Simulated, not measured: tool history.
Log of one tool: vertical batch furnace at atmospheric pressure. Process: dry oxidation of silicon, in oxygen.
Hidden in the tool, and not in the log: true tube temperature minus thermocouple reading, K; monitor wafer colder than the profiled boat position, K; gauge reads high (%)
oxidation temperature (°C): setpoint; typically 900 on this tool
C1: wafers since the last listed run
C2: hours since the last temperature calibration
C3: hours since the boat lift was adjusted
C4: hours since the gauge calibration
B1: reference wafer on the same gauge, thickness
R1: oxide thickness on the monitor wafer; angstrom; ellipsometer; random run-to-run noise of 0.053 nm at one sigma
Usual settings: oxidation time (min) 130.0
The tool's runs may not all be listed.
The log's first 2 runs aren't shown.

{"run": 3, "hour": 37.2, "oxidation temperature (°C)": 900, "oxidation time (min)": 130.0, "C1": 72, "C2": 5014.4, "C3": 3857.3, "C4": 122.8, "B1": 28.91, "R1": 312.2}
{"run": 4, "hour": 46.9, "oxidation temperature (°C)": 900, "oxidation time (min)": 130.0, "C1": 56, "C2": 5024.1, "C3": 3867.0, "C4": 132.5, "B1": 28.88, "R1": 312.5}
{"run": 5, "hour": 96.6, "oxidation temperature (°C)": 916, "oxidation time (min)": 130.0, "C1": 289, "C2": 5073.8, "C3": 3916.7, "C4": 182.2, "B1": 28.9, "R1": 368.9}
{"run": 6, "hour": 133.5, "oxidation temperature (°C)": 916, "oxidation time (min)": 130.0, "C1": 214, "C2": 5110.7, "C3": 3953.6, "C4": 219.1, "B1": 28.9, "R1": 368.9}
{"run": 7, "hour": 149.3, "oxidation temperature (°C)": 900, "oxidation time (min)": 181.5, "C1": 91, "C2": 5126.5, "C3": 3969.4, "C4": 234.9, "B1": 28.91, "R1": 391.9}
{"run": 8, "hour": 170.1, "oxidation temperature (°C)": 900, "oxidation time (min)": 130.0, "C1": 121, "C2": 5147.3, "C3": 3990.2, "C4": 255.7, "B1": 28.9, "R1": 311.5}
{"run": 9, "hour": 189.7, "oxidation temperature (°C)": 900, "oxidation time (min)": 130.0, "C1": 114, "C2": 5166.9, "C3": 4009.8, "C4": 275.3, "B1": 28.91, "R1": 311.0}
{"run": 10, "hour": 209.7, "oxidation temperature (°C)": 900, "oxidation time (min)": 130.0, "C1": 116, "C2": 5186.9, "C3": 4029.8, "C4": 295.3, "B1": 28.9, "R1": 311.8}
{"run": 11, "hour": 232.0, "oxidation temperature (°C)": 889, "oxidation time (min)": 168.5, "C1": 129, "C2": 5209.2, "C3": 4052.1, "C4": 317.6, "B1": 28.89, "R1": 329.5}
{"run": 12, "hour": 252.0, "oxidation temperature (°C)": 889, "oxidation time (min)": 168.5, "C1": 116, "C2": 5229.2, "C3": 4072.1, "C4": 337.6, "B1": 28.88, "R1": 329.4}
{"hour": 281.0, "done": "boat lift adjusted"}
{"run": 13, "hour": 281.5, "oxidation temperature (°C)": 889, "oxidation time (min)": 168.5, "C1": 32, "C2": 5258.7, "C3": 0.5, "C4": 367.1, "B1": 28.9, "R1": 342.9}
{"run": 14, "hour": 294.4, "oxidation temperature (°C)": 900, "oxidation time (min)": 81.5, "C1": 75, "C2": 5271.6, "C3": 13.4, "C4": 380.0, "B1": 28.88, "R1": 237.6}
{"run": 15, "hour": 311.7, "oxidation temperature (°C)": 895, "oxidation time (min)": 130.0, "C1": 100, "C2": 5288.9, "C3": 30.7, "C4": 397.3, "B1": 28.93, "R1": 306.3}
{"run": 16, "hour": 326.6, "oxidation temperature (°C)": 895, "oxidation time (min)": 130.0, "C1": 86, "C2": 5303.8, "C3": 45.6, "C4": 412.2, "B1": 28.91, "R1": 305.5}
{"run": 17, "hour": 346.9, "oxidation temperature (°C)": 895, "oxidation time (min)": 130.0, "C1": 118, "C2": 5324.1, "C3": 65.9, "C4": 432.5, "B1": 28.91, "R1": 307.8}
{"run": 18, "hour": 371.2, "oxidation temperature (°C)": 891, "oxidation time (min)": 130.0, "C1": 141, "C2": 5348.4, "C3": 90.2, "C4": 456.8, "B1": 28.88, "R1": 293.6}
{"run": 19, "hour": 384.9, "oxidation temperature (°C)": 900, "oxidation time (min)": 130.0, "C1": 79, "C2": 5362.1, "C3": 103.9, "C4": 470.5, "B1": 28.91, "R1": 322.7}
{"hour": 430.2, "done": "thermocouples replaced and temperature profile calibrated"}
{"run": 20, "hour": 430.7, "oxidation temperature (°C)": 886, "oxidation time (min)": 111.5, "C1": 126, "C2": 0.5, "C3": 149.7, "C4": 516.3, "B1": 28.88, "R1": 252.3}
{"run": 21, "hour": 437.4, "oxidation temperature (°C)": 924, "oxidation time (min)": 180.0, "C1": 38, "C2": 7.2, "C3": 156.4, "C4": 523.0, "B1": 28.92, "R1": 524.1}
{"run": 22, "hour": 450.0, "oxidation temperature (°C)": 877, "oxidation time (min)": 130.0, "C1": 73, "C2": 19.8, "C3": 169.0, "C4": 535.6, "B1": 28.89, "R1": 253.0}
{"run": 23, "hour": 473.2, "oxidation temperature (°C)": 920, "oxidation time (min)": 185.5, "C1": 135, "C2": 43.0, "C3": 192.2, "C4": 558.8, "B1": 28.9, "R1": 513.6}
{"run": 24, "hour": 500.4, "oxidation temperature (°C)": 900, "oxidation time (min)": 88.0, "C1": 158, "C2": 70.2, "C3": 219.4, "C4": 586.0, "B1": 28.91, "R1": 249.3}
{"run": 25, "hour": 522.4, "oxidation temperature (°C)": 917, "oxidation time (min)": 176.5, "C1": 128, "C2": 92.2, "C3": 241.4, "C4": 608.0, "B1": 28.9, "R1": 478.6}
{"run": 26, "hour": 548.3, "oxidation temperature (°C)": 921, "oxidation time (min)": 181.5, "C1": 150, "C2": 118.1, "C3": 267.3, "C4": 633.9, "B1": 28.9, "R1": 512.0}

The next listed run, before its measurement:
{"hour": 552.8, "done": "gauge calibrated"}
{"run": 27, "hour": 558.0, "oxidation temperature (°C)": 925, "oxidation time (min)": 68.0, "C1": 56, "C2": 127.8, "C3": 277.0, "C4": 5.2, "B1": "?", "R1": "?"}

Run 27 yielded B1 28.92, R1 268.5 angstrom.
With no hidden state in the tool, this same run would have given R1 269.2 angstrom.
